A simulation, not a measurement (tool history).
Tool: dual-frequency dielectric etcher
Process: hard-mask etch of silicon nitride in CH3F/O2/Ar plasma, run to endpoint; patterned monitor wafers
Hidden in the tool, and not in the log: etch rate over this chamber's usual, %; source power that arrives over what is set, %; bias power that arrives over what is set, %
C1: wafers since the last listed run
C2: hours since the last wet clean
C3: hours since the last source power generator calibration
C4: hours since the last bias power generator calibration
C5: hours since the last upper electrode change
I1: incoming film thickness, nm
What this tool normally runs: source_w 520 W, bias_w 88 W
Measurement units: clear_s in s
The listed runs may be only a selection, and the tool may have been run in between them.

Run 1, hour 0: usual settings; C1 0; C2 366; C3 3233.8; C4 3639.3; C5 4286.2; I1 33.22. Result: clear_s 39.3 s.
Run 2, hour 33.9: usual settings; C1 257; C2 399.9; C3 3267.7; C4 3673.2; C5 4320.1; I1 32.87. Result: clear_s 39.1 s.
Run 3, hour 54.6: usual settings but source_w 480 W; C1 157; C2 420.6; C3 3288.4; C4 3693.9; C5 4340.8; I1 32.83. Result: clear_s 39.7 s.
Run 4, hour 78: usual settings but source_w 480 W; C1 177; C2 444; C3 3311.8; C4 3717.3; C5 4364.2; I1 32.94. Result: clear_s 40.1 s.
At hour 121.8: bias power generator calibrated.
At hour 123.1: wet clean of the chamber.
At hour 195.6: upper electrode replaced.
Run 5, hour 196.1: usual settings but source_w 570 W, bias_w 72 W; C1 674; C2 73; C3 3429.9; C4 74.3; C5 0.5; I1 32.88. Result: clear_s 42.5 s.
Run 6, hour 210.4: usual settings but source_w 480 W, bias_w 73 W; C1 108; C2 87.3; C3 3444.2; C4 88.6; C5 14.8; I1 32.98. Result: clear_s 45.2 s.
Run 7, hour 232.1: usual settings but bias_w 76 W; C1 164; C2 109; C3 3465.9; C4 110.3; C5 36.5; I1 32.78. Result: clear_s 42.9 s.
Run 8, hour 249.1: usual settings; C1 129; C2 126; C3 3482.9; C4 127.3; C5 53.5; I1 32.94. Result: clear_s 40.3 s.
Run 9, hour 275.1: usual settings but source_w 470 W, bias_w 72 W; C1 197; C2 152; C3 3508.9; C4 153.3; C5 79.5; I1 32.8. Result: clear_s 45.5 s.
Run 10, hour 288.4: usual settings but source_w 570 W, bias_w 68 W; C1 100; C2 165.3; C3 3522.2; C4 166.6; C5 92.8; I1 32.68. Result: clear_s 43.1 s.
At hour 310.7: source power generator calibrated.
Run 11, hour 311.2: usual settings but source_w 650 W, bias_w 73 W; C1 142; C2 188.1; C3 0.5; C4 189.4; C5 115.6; I1 32.89. Result: clear_s 40.2 s.
Run 12, hour 342.2: usual settings but source_w 480 W; C1 235; C2 219.1; C3 31.5; C4 220.4; C5 146.6; I1 33.08. Result: clear_s 41 s.
Run 13, hour 378.1: usual settings but source_w 580 W, bias_w 69 W; C1 272; C2 255; C3 67.4; C4 256.3; C5 182.5; I1 32.71. Result: clear_s 42.2 s.
Run 14, hour 397.6: usual settings but source_w 590 W, bias_w 73 W; C1 148; C2 274.5; C3 86.9; C4 275.8; C5 202; I1 32.91. Result: clear_s 41.2 s.

Exercise: give the hidden state of the tool at every run:
source power that arrives over what is set, %: 0 on each run
bias power that arrives over what is set, %: 0 on each run
H1: etch rate over this chamber's usual, %
run     H1
  1   3.57
  2   3.91
  3   4.12
  4   4.35
  5  0.451
  6  0.595
  7  0.813
  8  0.984
  9   1.25
 10   1.38
 11   1.61
 12   1.92
 13   2.28
 14   2.48

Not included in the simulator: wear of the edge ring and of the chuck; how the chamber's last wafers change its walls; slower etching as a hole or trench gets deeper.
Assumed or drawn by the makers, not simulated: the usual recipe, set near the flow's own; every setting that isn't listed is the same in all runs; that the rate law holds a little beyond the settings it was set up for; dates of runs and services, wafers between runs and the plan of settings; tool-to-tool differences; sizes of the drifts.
